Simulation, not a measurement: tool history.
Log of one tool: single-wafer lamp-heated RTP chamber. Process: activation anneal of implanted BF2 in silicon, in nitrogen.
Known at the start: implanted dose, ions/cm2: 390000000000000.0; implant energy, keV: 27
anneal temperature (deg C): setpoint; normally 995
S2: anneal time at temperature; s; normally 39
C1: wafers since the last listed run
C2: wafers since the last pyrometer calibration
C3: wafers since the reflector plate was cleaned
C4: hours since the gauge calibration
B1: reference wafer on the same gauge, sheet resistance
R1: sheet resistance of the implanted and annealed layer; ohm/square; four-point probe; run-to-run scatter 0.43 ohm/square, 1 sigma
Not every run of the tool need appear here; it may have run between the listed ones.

{"run": 1, "hour": 0.0, "anneal temperature (deg C)": 995, "S2": 39, "C1": 0, "C2": 6426, "C3": 4137, "C4": 26.1, "B1": 309.94, "R1": 287.1}
{"run": 2, "hour": 7.1, "anneal temperature (deg C)": 995, "S2": 57, "C1": 47, "C2": 6473, "C3": 4184, "C4": 33.2, "B1": 309.83, "R1": 284.97}
{"run": 3, "hour": 17.3, "anneal temperature (deg C)": 995, "S2": 57, "C1": 67, "C2": 6540, "C3": 4252, "C4": 43.4, "B1": 310.03, "R1": 285.59}
{"run": 4, "hour": 26.6, "anneal temperature (deg C)": 995, "S2": 57, "C1": 61, "C2": 6602, "C3": 4313, "C4": 52.7, "B1": 310.22, "R1": 285.58}
{"run": 5, "hour": 38.2, "anneal temperature (deg C)": 995, "S2": 39, "C1": 76, "C2": 6679, "C3": 4390, "C4": 64.3, "B1": 309.96, "R1": 287.55}
{"run": 6, "hour": 44.3, "anneal temperature (deg C)": 995, "S2": 39, "C1": 40, "C2": 6719, "C3": 4431, "C4": 70.4, "B1": 310.14, "R1": 287.9}
{"run": 7, "hour": 57.5, "anneal temperature (deg C)": 995, "S2": 39, "C1": 87, "C2": 6807, "C3": 4518, "C4": 83.6, "B1": 309.8, "R1": 287.79}
{"run": 8, "hour": 63.8, "anneal temperature (deg C)": 980, "S2": 39, "C1": 41, "C2": 6849, "C3": 4560, "C4": 89.9, "B1": 310.13, "R1": 291.67}
{"run": 9, "hour": 73.8, "anneal temperature (deg C)": 995, "S2": 39, "C1": 66, "C2": 6915, "C3": 4626, "C4": 99.9, "B1": 309.88, "R1": 288.01}
{"run": 10, "hour": 87.0, "anneal temperature (deg C)": 995, "S2": 39, "C1": 87, "C2": 7002, "C3": 4714, "C4": 113.1, "B1": 310.24, "R1": 287.32}
{"run": 11, "hour": 96.6, "anneal temperature (deg C)": 970, "S2": 51, "C1": 63, "C2": 7066, "C3": 4777, "C4": 122.7, "B1": 309.92, "R1": 294.43}
{"run": 12, "hour": 112.8, "anneal temperature (deg C)": 995, "S2": 39, "C1": 107, "C2": 7173, "C3": 4885, "C4": 138.9, "B1": 309.96, "R1": 286.76}
{"hour": 130.4, "done": "reflector plate cleaned"}
{"run": 13, "hour": 130.9, "anneal temperature (deg C)": 973, "S2": 55, "C1": 66, "C2": 7240, "C3": 3, "C4": 157, "B1": 309.96, "R1": 292.73}
{"hour": 139.3, "done": "pyrometer window cleaned and pyrometer calibrated"}
{"run": 14, "hour": 139.8, "anneal temperature (deg C)": 1015, "S2": 59, "C1": 5, "C2": 3, "C3": 9, "C4": 165.9, "B1": 309.86, "R1": 281.07}
{"run": 15, "hour": 151.6, "anneal temperature (deg C)": 1009, "S2": 18, "C1": 78, "C2": 81, "C3": 87, "C4": 177.7, "B1": 309.95, "R1": 287.33}
{"run": 16, "hour": 167.3, "anneal temperature (deg C)": 995, "S2": 39, "C1": 104, "C2": 185, "C3": 191, "C4": 193.4, "B1": 310.13, "R1": 286.73}
{"run": 17, "hour": 173.7, "anneal temperature (deg C)": 1016, "S2": 33, "C1": 42, "C2": 228, "C3": 234, "C4": 199.8, "B1": 310.1, "R1": 284.75}
{"run": 18, "hour": 185.9, "anneal temperature (deg C)": 995, "S2": 39, "C1": 80, "C2": 309, "C3": 314, "C4": 212, "B1": 309.98, "R1": 287.13}
{"run": 19, "hour": 196.0, "anneal temperature (deg C)": 1009, "S2": 20, "C1": 66, "C2": 376, "C3": 381, "C4": 222.1, "B1": 309.93, "R1": 287.94}
{"hour": 199.0, "done": "gauge calibrated"}
{"run": 20, "hour": 238.7, "anneal temperature (deg C)": 995, "S2": 58, "C1": 283, "C2": 659, "C3": 664, "C4": 39.7, "B1": 309.89, "R1": 285.75}
{"run": 21, "hour": 249.7, "anneal temperature (deg C)": 1018, "S2": 25, "C1": 72, "C2": 732, "C3": 737, "C4": 50.7, "B1": 309.94, "R1": 285.39}

4 ways to go on from here, each from the tool as it stands after run 21. What would each give?
{"run": "A", "hour": 250.1, "anneal temperature (deg C)": 995, "S2": 39, "C1": 2, "C2": 734, "C3": 740, "C4": 51.1, "B1": "?", "R1": "?"}
{"run": "B", "hour": 250.1, "anneal temperature (deg C)": 995, "S2": 55, "C1": 2, "C2": 734, "C3": 740, "C4": 51.1, "B1": "?", "R1": "?"}
{"run": "C", "hour": 250.1, "anneal temperature (deg C)": 1017, "S2": 49, "C1": 2, "C2": 734, "C3": 740, "C4": 51.1, "B1": "?", "R1": "?"}
{"run": "D", "hour": 250.1, "anneal temperature (deg C)": 1008, "S2": 25, "C1": 2, "C2": 734, "C3": 740, "C4": 51.1, "B1": "?", "R1": "?"}

run=A B1=310.04 R1=286.51
run=B B1=310.04 R1=284.74
run=C B1=310.04 R1=281.15
run=D B1=310.04 R1=286.22
Without the tool's unlogged condition, the same runs would have read:
run=A R1=286.51
run=B R1=284.74
run=C R1=281.15
run=D R1=286.22
